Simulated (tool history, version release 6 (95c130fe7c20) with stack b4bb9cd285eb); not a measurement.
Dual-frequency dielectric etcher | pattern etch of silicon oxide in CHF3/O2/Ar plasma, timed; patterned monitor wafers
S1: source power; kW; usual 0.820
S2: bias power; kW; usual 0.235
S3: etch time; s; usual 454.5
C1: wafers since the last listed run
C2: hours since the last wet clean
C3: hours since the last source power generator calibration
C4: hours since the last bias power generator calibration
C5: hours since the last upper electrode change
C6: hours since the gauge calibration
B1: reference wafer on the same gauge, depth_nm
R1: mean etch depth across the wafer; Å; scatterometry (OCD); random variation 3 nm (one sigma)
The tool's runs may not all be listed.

run 1 hour=0.0 | S1=0.820 S2=0.214 S3=454.5 | C1=0 C2=61.2 C3=2477.1 C4=2155.2 C5=2777.0 C6=291.8 | B1=1019.9 | R1=10903
run 2 hour=31.8 | S1=0.820 S2=0.214 S3=454.5 | C1=68 C2=93.0 C3=2508.9 C4=2187.0 C5=2808.8 C6=323.6 | B1=1020.1 | R1=10922
run 3 hour=137.1 | S1=0.820 S2=0.235 S3=454.5 | C1=227 C2=198.3 C3=2614.2 C4=2292.3 C5=2914.1 C6=428.9 | B1=1019.9 | R1=11450
run 4 hour=155.8 | S1=0.820 S2=0.235 S3=454.5 | C1=40 C2=217.0 C3=2632.9 C4=2311.0 C5=2932.8 C6=447.6 | B1=1021.9 | R1=11447
run 5 hour=225.4 | S1=0.820 S2=0.235 S3=454.5 | C1=150 C2=286.6 C3=2702.5 C4=2380.6 C5=3002.4 C6=517.2 | B1=1021.6 | R1=11440
run 6 hour=239.1 | S1=0.820 S2=0.235 S3=454.5 | C1=29 C2=300.3 C3=2716.2 C4=2394.3 C5=3016.1 C6=530.9 | B1=1021.0 | R1=11534
run 7 hour=263.6 | S1=0.820 S2=0.276 S3=329.5 | C1=52 C2=324.8 C3=2740.7 C4=2418.8 C5=3040.6 C6=555.4 | B1=1020.1 | R1=9056
run 8 hour=277.7 | S1=0.820 S2=0.276 S3=329.5 | C1=30 C2=338.9 C3=2754.8 C4=2432.9 C5=3054.7 C6=569.5 | B1=1019.9 | R1=8989
run 9 hour=299.9 | S1=0.820 S2=0.235 S3=454.5 | C1=48 C2=361.1 C3=2777.0 C4=2455.1 C5=3076.9 C6=591.7 | B1=1019.4 | R1=11591
run 10 hour=332.3 | S1=0.820 S2=0.289 S3=454.5 | C1=70 C2=393.5 C3=2809.4 C4=2487.5 C5=3109.3 C6=624.1 | B1=1020.4 | R1=12714
run 11 hour=350.8 | S1=0.820 S2=0.181 S3=454.5 | C1=40 C2=412.0 C3=2827.9 C4=2506.0 C5=3127.8 C6=642.6 | B1=1018.5 | R1=10190
run 12 hour=371.3 | S1=0.980 S2=0.283 S3=544.5 | C1=44 C2=432.5 C3=2848.4 C4=2526.5 C5=3148.3 C6=663.1 | B1=1019.1 | R1=15792
run 13 hour=390.2 | S1=0.940 S2=0.185 S3=454.5 | C1=40 C2=451.4 C3=2867.3 C4=2545.4 C5=3167.2 C6=682.0 | B1=1019.9 | R1=10591
run 14 hour=406.3 | S1=0.970 S2=0.256 S3=419.0 | C1=34 C2=467.5 C3=2883.4 C4=2561.5 C5=3183.3 C6=698.1 | B1=1020.1 | R1=11547
-- hour=414.5 source power generator calibrated
run 15 hour=418.8 | S1=0.770 S2=0.235 S3=454.5 | C1=18 C2=480.0 C3=4.3 C4=2574.0 C5=3195.8 C6=710.6 | B1=1020.7 | R1=11436
-- hour=435.3 bias power generator calibrated
run 16 hour=435.8 | S1=0.820 S2=0.235 S3=454.5 | C1=28 C2=497.0 C3=21.3 C4=0.5 C5=3212.8 C6=727.6 | B1=1018.1 | R1=11628
run 17 hour=461.2 | S1=0.720 S2=0.235 S3=565.0 | C1=54 C2=522.4 C3=46.7 C4=25.9 C5=3238.2 C6=753.0 | B1=1020.9 | R1=14163
run 18 hour=477.5 | S1=0.820 S2=0.235 S3=535.0 | C1=35 C2=538.7 C3=63.0 C4=42.2 C5=3254.5 C6=769.3 | B1=1019.2 | R1=13749
-- hour=489.0 gauge calibrated
run 19 hour=512.8 | S1=0.870 S2=0.204 S3=506.5 | C1=76 C2=574.0 C3=98.3 C4=77.5 C5=3289.8 C6=23.8 | B1=1018.1 | R1=12312
run 20 hour=531.9 | S1=0.970 S2=0.235 S3=454.5 | C1=41 C2=593.1 C3=117.4 C4=96.6 C5=3308.9 C6=42.9 | B1=1019.2 | R1=12084
-- hour=557.9 wet clean of the chamber
run 21 hour=561.1 | S1=0.910 S2=0.220 S3=454.5 | C1=11 C2=3.2 C3=146.6 C4=125.8 C5=3338.1 C6=72.1 | B1=1018.9 | R1=11254
-- hour=588.1 upper electrode replaced
run 22 hour=588.6 | S1=0.820 S2=0.235 S3=504.0 | C1=7 C2=30.7 C3=174.1 C4=153.3 C5=0.5 C6=99.6 | B1=1020.4 | R1=12572
run 23 hour=599.9 | S1=0.950 S2=0.276 S3=536.0 | C1=24 C2=42.0 C3=185.4 C4=164.6 C5=11.8 C6=110.9 | B1=1019.6 | R1=14928
run 24 hour=634.6 | S1=0.950 S2=0.276 S3=536.0 | C1=75 C2=76.7 C3=220.1 C4=199.3 C5=46.5 C6=145.6 | B1=1019.2 | R1=14959
run 25 hour=659.9 | S1=0.890 S2=0.235 S3=344.0 | C1=54 C2=102.0 C3=245.4 C4=224.6 C5=71.8 C6=170.9 | B1=1020.4 | R1=8807
run 26 hour=690.6 | S1=0.960 S2=0.203 S3=588.5 | C1=66 C2=132.7 C3=276.1 C4=255.3 C5=102.5 C6=201.6 | B1=1019.9 | R1=14294
run 27 hour=724.6 | S1=0.960 S2=0.186 S3=548.0 | C1=73 C2=166.7 C3=310.1 C4=289.3 C5=136.5 C6=235.6 | B1=1019.4 | R1=12700
run 28 hour=752.3 | S1=0.820 S2=0.261 S3=454.5 | C1=59 C2=194.4 C3=337.8 C4=317.0 C5=164.2 C6=263.3 | B1=1020.1 | R1=12072
run 29 hour=846.3 | S1=0.900 S2=0.235 S3=454.5 | C1=203 C2=288.4 C3=431.8 C4=411.0 C5=258.2 C6=357.3 | B1=1019.7 | R1=11798
run 30 hour=880.5 | S1=0.970 S2=0.235 S3=550.5 | C1=73 C2=322.6 C3=466.0 C4=445.2 C5=292.4 C6=391.5 | B1=1018.6 | R1=14505

4 ways to go on from here, each from the tool as it stands after run 30. What would each give?
run A hour=881.0 | S1=0.820 S2=0.235 S3=454.5 | C1=1 C2=323.1 C3=466.5 C4=445.7 C5=292.9 C6=392.0 | B1=? | R1=?
run B hour=881.0 | S1=0.940 S2=0.281 S3=489.0 | C1=1 C2=323.1 C3=466.5 C4=445.7 C5=292.9 C6=392.0 | B1=? | R1=?
run C hour=881.0 | S1=0.660 S2=0.235 S3=454.5 | C1=1 C2=323.1 C3=466.5 C4=445.7 C5=292.9 C6=392.0 | B1=? | R1=?
run D hour=881.0 | S1=0.820 S2=0.283 S3=326.5 | C1=1 C2=323.1 C3=466.5 C4=445.7 C5=292.9 C6=392.0 | B1=? | R1=?

run=A B1=1019.8 R1=11544
run=B B1=1019.8 R1=13919
run=C B1=1019.8 R1=11057
run=D B1=1019.8 R1=9058
Without the tool's hidden state the same runs would have given:
run=A R1=11320
run=B R1=13649
run=C R1=10842
run=D R1=8882
